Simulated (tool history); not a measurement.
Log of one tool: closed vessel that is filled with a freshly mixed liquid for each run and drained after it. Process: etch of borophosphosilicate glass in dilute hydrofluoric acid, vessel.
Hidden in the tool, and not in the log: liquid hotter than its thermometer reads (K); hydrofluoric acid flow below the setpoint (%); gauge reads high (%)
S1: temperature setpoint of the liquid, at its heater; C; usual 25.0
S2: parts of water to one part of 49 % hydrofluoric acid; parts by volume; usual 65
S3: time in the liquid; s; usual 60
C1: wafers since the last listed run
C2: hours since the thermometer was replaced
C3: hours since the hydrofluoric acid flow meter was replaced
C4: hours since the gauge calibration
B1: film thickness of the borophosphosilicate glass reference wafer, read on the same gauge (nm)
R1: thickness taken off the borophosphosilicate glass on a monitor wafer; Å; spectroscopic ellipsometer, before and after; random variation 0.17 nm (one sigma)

run,hour,S1,S2,S3,C1,C2,C3,C4,B1,R1
1,0.0,25.0,65,45,0,2368.5,487.8,362.8,119.98,194.8
2,33.6,25.0,65,45,4493,2402.1,521.4,396.4,120.00,198.6
3,46.9,27.5,65,60,1778,2415.4,534.7,409.7,119.95,289.7
4,65.1,22.5,65,60,2434,2433.6,552.9,427.9,119.97,235.4
5,87.4,22.5,65,60,2982,2455.9,575.2,450.2,119.99,238.1
6,117.0,25.0,65,60,3958,2485.5,604.8,479.8,120.05,259.3
7,136.0,25.0,65,60,2541,2504.5,623.8,498.8,120.03,260.2
8,230.9,25.0,65,60,12692,2599.4,718.7,593.7,120.00,260.4
# hour 241.6: thermometer replaced
9,249.9,25.0,65,60,2407,8.3,737.7,612.7,120.03,260.7
10,264.0,25.0,65,75,1885,22.4,751.8,626.8,119.94,329.4
11,287.2,25.0,65,75,3102,45.6,775.0,650.0,120.01,327.4
12,315.4,25.0,80,60,3771,73.8,803.2,678.2,119.99,207.9
13,343.9,25.0,65,60,3811,102.3,831.7,706.7,119.99,258.5
14,377.3,25.0,65,60,4467,135.7,865.1,740.1,120.02,258.0
15,389.4,25.0,55,60,1618,147.8,877.2,752.2,120.04,312.3
# hour 398.9: gauge calibrated
# hour 430.5: hydrofluoric acid flow meter replaced
16,495.4,25.0,65,60,14043,253.8,64.9,96.5,120.04,257.7
17,508.2,20.5,65,75,1711,266.6,77.7,109.3,120.00,269.8
18,530.3,29.0,80,60,2955,288.7,99.8,131.4,120.00,242.7
19,542.4,25.0,65,60,1618,300.8,111.9,143.5,119.97,264.1
20,569.4,25.0,65,60,3611,327.8,138.9,170.5,120.00,262.3
21,581.6,30.0,90,60,1631,340.0,151.1,182.7,120.02,221.7
22,593.9,22.0,65,30,1645,352.3,163.4,195.0,120.04,115.0
23,622.9,23.5,65,50,3878,381.3,192.4,224.0,119.96,205.7
24,646.0,27.5,65,60,3089,404.4,215.5,247.1,120.01,288.7
25,660.4,25.0,65,60,1925,418.8,229.9,261.5,119.98,262.1
26,684.9,25.0,65,60,3276,443.3,254.4,286.0,119.97,263.4
27,712.3,27.5,45,35,3664,470.7,281.8,313.4,119.97,249.5
28,734.5,25.0,65,60,2969,492.9,304.0,335.6,120.01,262.0
29,751.4,25.0,40,30,2260,509.8,320.9,352.5,120.01,218.3
30,780.0,25.0,65,60,3825,538.4,349.5,381.1,120.06,259.8
31,806.8,28.5,80,35,3584,565.2,376.3,407.9,120.03,140.1
32,823.7,27.0,45,60,2260,582.1,393.2,424.8,120.02,424.7

4 ways to go on from here, each from the tool as it stands after run 32. What would each give?
A,824.4,25.0,65,70,93,582.8,393.9,425.5,?,?
B,824.4,22.0,85,40,93,582.8,393.9,425.5,?,?
C,824.4,26.5,40,40,93,582.8,393.9,425.5,?,?
D,824.4,26.5,65,50,93,582.8,393.9,425.5,?,?

run,B1,R1
A,119.98,304.9
B,119.98,115.0
C,119.98,311.4
D,119.98,231.3
Without the tool's hidden state the same runs would have given:
run,R1
A,304.9
B,115.0
C,311.4
D,231.3
